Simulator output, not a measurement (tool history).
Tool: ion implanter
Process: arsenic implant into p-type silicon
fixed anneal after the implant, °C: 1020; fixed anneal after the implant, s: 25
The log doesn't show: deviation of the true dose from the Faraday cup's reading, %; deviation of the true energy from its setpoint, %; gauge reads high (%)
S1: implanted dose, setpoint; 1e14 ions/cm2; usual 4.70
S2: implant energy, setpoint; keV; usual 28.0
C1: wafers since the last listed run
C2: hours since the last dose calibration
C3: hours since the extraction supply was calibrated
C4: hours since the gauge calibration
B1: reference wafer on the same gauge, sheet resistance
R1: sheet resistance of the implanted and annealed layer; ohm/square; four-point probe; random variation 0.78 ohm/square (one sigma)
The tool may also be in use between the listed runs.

| run | hour | S1 | S2 | C1 | C2 | C3 | C4 | B1 | R1 |
|---|---|---|---|---|---|---|---|---|---|
| 1 | 0.0 | 4.70 | 28.0 | 0 | 726.3 | 1734.7 | 293.2 | 202.88 | 210.54 |
| 2 | 36.2 | 4.70 | 28.0 | 670 | 762.5 | 1770.9 | 329.4 | 202.93 | 209.87 |
| 3 | 99.3 | 3.98 | 21.0 | 1168 | 825.6 | 1834.0 | 392.5 | 202.98 | 248.20 |
| 4 | 137.7 | 3.98 | 21.0 | 710 | 864.0 | 1872.4 | 430.9 | 202.99 | 246.03 |
| 5 | 172.6 | 4.70 | 28.0 | 646 | 898.9 | 1907.3 | 465.8 | 202.93 | 209.59 |
| 6 | 219.4 | 4.70 | 28.0 | 866 | 945.7 | 1954.1 | 512.6 | 203.12 | 208.61 |
| 7 | 269.9 | 4.70 | 28.0 | 934 | 996.2 | 2004.6 | 563.1 | 203.03 | 209.49 |
|  | 273.1 | gauge calibrated |
| 8 | 328.1 | 4.70 | 28.0 | 1077 | 1054.4 | 2062.8 | 55.0 | 202.97 | 208.63 |
| 9 | 364.1 | 4.70 | 28.0 | 666 | 1090.4 | 2098.8 | 91.0 | 202.92 | 208.11 |
| 10 | 423.3 | 3.64 | 25.5 | 1095 | 1149.6 | 2158.0 | 150.2 | 203.07 | 256.73 |
|  | 432.3 | extraction supply calibrated |
| 11 | 461.1 | 3.41 | 28.0 | 551 | 1187.4 | 28.8 | 188.0 | 202.99 | 266.48 |
| 12 | 506.8 | 5.57 | 32.5 | 845 | 1233.1 | 74.5 | 233.7 | 203.05 | 178.61 |
|  | 526.7 | Faraday cup replaced and dose calibrated |
| 13 | 549.6 | 4.70 | 28.0 | 644 | 22.9 | 117.3 | 276.5 | 202.97 | 213.40 |
| 14 | 642.4 | 4.02 | 23.5 | 1717 | 115.7 | 210.1 | 369.3 | 202.99 | 244.33 |
| 15 | 685.2 | 3.67 | 18.5 | 792 | 158.5 | 252.9 | 412.1 | 203.09 | 270.00 |
| 16 | 734.2 | 4.70 | 28.0 | 907 | 207.5 | 301.9 | 461.1 | 202.94 | 211.17 |
| 17 | 760.8 | 3.88 | 34.5 | 492 | 234.1 | 328.5 | 487.7 | 202.98 | 237.70 |
|  | 771.0 | gauge calibrated |
| 18 | 797.8 | 4.11 | 24.5 | 684 | 271.1 | 365.5 | 26.8 | 202.91 | 238.11 |

Forecast each of these 5 alternatives for the next run:
| A | 798.2 | 4.70 | 21.5 | 7 | 271.5 | 365.9 | 27.2 | ? | ? |
| B | 798.2 | 5.60 | 25.0 | 7 | 271.5 | 365.9 | 27.2 | ? | ? |
| C | 798.2 | 4.70 | 21.0 | 7 | 271.5 | 365.9 | 27.2 | ? | ? |
| D | 798.2 | 3.69 | 32.0 | 7 | 271.5 | 365.9 | 27.2 | ? | ? |
| E | 798.2 | 3.47 | 22.0 | 7 | 271.5 | 365.9 | 27.2 | ? | ? |

| run | B1 | R1 |
|---|---|---|
| A | 203.00 | 219.30 |
| B | 203.00 | 188.26 |
| C | 203.00 | 219.96 |
| D | 203.00 | 249.74 |
| E | 203.00 | 275.18 |
Without the tool's hidden state the same runs would have given:
| run | R1 |
|---|---|
| A | 223.48 |
| B | 191.84 |
| C | 224.15 |
| D | 254.56 |
| E | 280.47 |
